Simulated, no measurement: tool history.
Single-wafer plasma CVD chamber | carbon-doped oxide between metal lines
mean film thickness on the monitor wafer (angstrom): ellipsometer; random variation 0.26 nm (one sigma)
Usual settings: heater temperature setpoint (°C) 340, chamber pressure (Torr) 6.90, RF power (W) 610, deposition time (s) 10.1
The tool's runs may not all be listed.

run	hour	heater temperature setpoint (°C)	chamber pressure (Torr)	RF power (W)	deposition time (s)	wafers since the last listed run	hours since the last thermocouple change	hours since the last RF generator calibration	hours since the last manometer calibration	hours since the showerhead was replaced	hours since the gauge calibration	read-back reference wafer on the same gauge, thickness_nm	mean film thickness on the monitor wafer (angstrom)
1	0.0	340	6.90	680	10.1	0	2262.5	1921.5	563.8	5163.1	164.4	60.780	688.71
2	24.1	340	6.90	680	10.1	931	2286.6	1945.6	587.9	5187.2	188.5	60.770	685.18
3	50.4	340	6.90	680	10.1	1016	2312.9	1971.9	614.2	5213.5	214.8	60.748	683.33
4	75.1	350	6.90	610	10.1	954	2337.6	1996.6	638.9	5238.2	239.5	60.743	619.91
5	95.2	350	6.90	610	10.1	776	2357.7	2016.7	659.0	5258.3	259.6	60.780	622.34
6	107.7	350	6.90	610	10.1	482	2370.2	2029.2	671.5	5270.8	272.1	60.868	618.56
7	138.8	334	6.90	610	10.1	1201	2401.3	2060.3	702.6	5301.9	303.2	60.719	658.68
8	163.9	340	6.90	610	10.1	969	2426.4	2085.4	727.7	5327.0	328.3	60.853	643.38
9	193.1	340	6.90	610	10.1	1128	2455.6	2114.6	756.9	5356.2	357.5	60.780	636.11
# hour 216.1: thermocouple changed; heater temperature recalibrated
10	216.6	340	6.90	610	10.1	598	0.5	2138.1	780.4	5379.7	381.0	60.754	638.38
11	239.5	340	6.90	610	10.1	884	23.4	2161.0	803.3	5402.6	403.9	60.806	640.88
# hour 258.1: showerhead replaced
12	263.4	346	6.90	610	10.1	614	47.3	2184.9	827.2	5.3	427.8	60.716	625.99
13	288.5	346	6.90	610	10.1	969	72.4	2210.0	852.3	30.4	452.9	60.889	628.54
# hour 313.4: gauge calibrated
14	321.6	340	6.90	610	10.1	1278	105.5	2243.1	885.4	63.5	8.2	60.840	636.82
# hour 344.5: RF generator calibrated
15	346.0	340	5.88	670	10.1	633	129.9	1.5	909.8	87.9	32.6	60.801	665.81
16	373.3	340	6.90	610	10.1	1054	157.2	28.8	937.1	115.2	59.9	60.693	645.57
17	406.5	340	8.20	610	10.1	1282	190.4	62.0	970.3	148.4	93.1	60.680	652.38
18	435.8	340	5.70	610	8.8	1132	219.7	91.3	999.6	177.7	122.4	60.690	544.64
19	466.8	340	6.90	520	10.1	1197	250.7	122.3	1030.6	208.7	153.4	60.780	581.67
20	500.9	333	6.90	610	11.3	1317	284.8	156.4	1064.7	242.8	187.5	60.900	733.52
# hour 509.0: capacitance manometer re-zeroed and calibrated
21	530.0	340	6.90	610	10.1	815	313.9	185.5	21.0	271.9	216.6	60.777	641.43
22	562.1	333	8.40	540	12.0	1240	346.0	217.6	53.1	304.0	248.7	60.841	738.65
23	578.1	340	6.15	720	10.1	618	362.0	233.6	69.1	320.0	264.7	60.809	699.84
24	595.6	345	6.90	610	8.6	676	379.5	251.1	86.6	337.5	282.2	60.761	539.17
25	624.5	336	7.56	565	11.4	1116	408.4	280.0	115.5	366.4	311.1	60.839	707.95
26	659.2	340	5.81	610	10.1	1340	443.1	314.7	150.2	401.1	345.8	60.775	630.06

The tool's hidden state at each run:
wafer temperature above the value expected at the setpoint (K): 0 in every run
delivered RF power above the setpoint (%): 0 in every run
true pressure above the setpoint (%): 0 in every run
gauge reads high (%): 0 in every run

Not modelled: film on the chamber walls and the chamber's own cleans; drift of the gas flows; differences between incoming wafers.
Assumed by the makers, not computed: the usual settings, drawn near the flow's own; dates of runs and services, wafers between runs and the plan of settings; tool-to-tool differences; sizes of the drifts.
